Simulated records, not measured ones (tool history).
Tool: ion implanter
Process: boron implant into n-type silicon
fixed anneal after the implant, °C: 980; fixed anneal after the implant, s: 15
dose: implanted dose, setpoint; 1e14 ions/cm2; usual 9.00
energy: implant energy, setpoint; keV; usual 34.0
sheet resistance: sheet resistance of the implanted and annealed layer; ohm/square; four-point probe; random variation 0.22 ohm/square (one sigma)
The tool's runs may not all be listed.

run,hour,dose,energy,"read-back reference wafer on the same gauge, sheet resistance",sheet resistance
1,0.0,7.18,42.5,160.00,179.02
2,64.1,7.18,42.5,160.03,179.24
3,129.5,9.00,34.0,159.99,150.43
4,184.7,9.00,34.0,160.03,150.37
5,221.1,9.00,34.0,159.98,150.72
6,273.6,9.00,34.0,160.07,150.45
7,304.9,9.00,34.0,159.93,151.00
8,370.8,9.00,34.0,159.99,150.66
9,416.0,9.00,34.0,159.94,151.15
# hour 450.9: extraction supply calibrated
10,474.7,7.78,25.0,160.01,171.88
# hour 506.7: Faraday cup replaced and dose calibrated
11,522.6,6.56,44.0,159.96,190.79
12,566.7,6.55,34.0,160.01,192.72
# hour 577.7: gauge calibrated
13,614.4,11.51,42.0,159.97,122.16
14,643.1,11.45,24.0,159.99,126.28
15,698.5,9.00,34.0,160.07,148.55
16,761.0,9.00,34.0,160.02,149.46
17,807.1,6.79,37.0,160.10,187.26

Forecast each of these 4 alternatives for the next run:
A,807.5,9.00,34.0,?,?
B,807.5,7.04,41.0,?,?
C,807.5,10.29,45.5,?,?
D,807.5,10.95,26.5,?,?

run,"read-back reference wafer on the same gauge, sheet resistance",sheet resistance
A,159.98,149.16
B,159.98,181.27
C,159.98,133.68
D,159.98,129.59
Without the tool's hidden state the same runs would have given:
run,sheet resistance
A,148.63
B,180.62
C,133.22
D,129.17
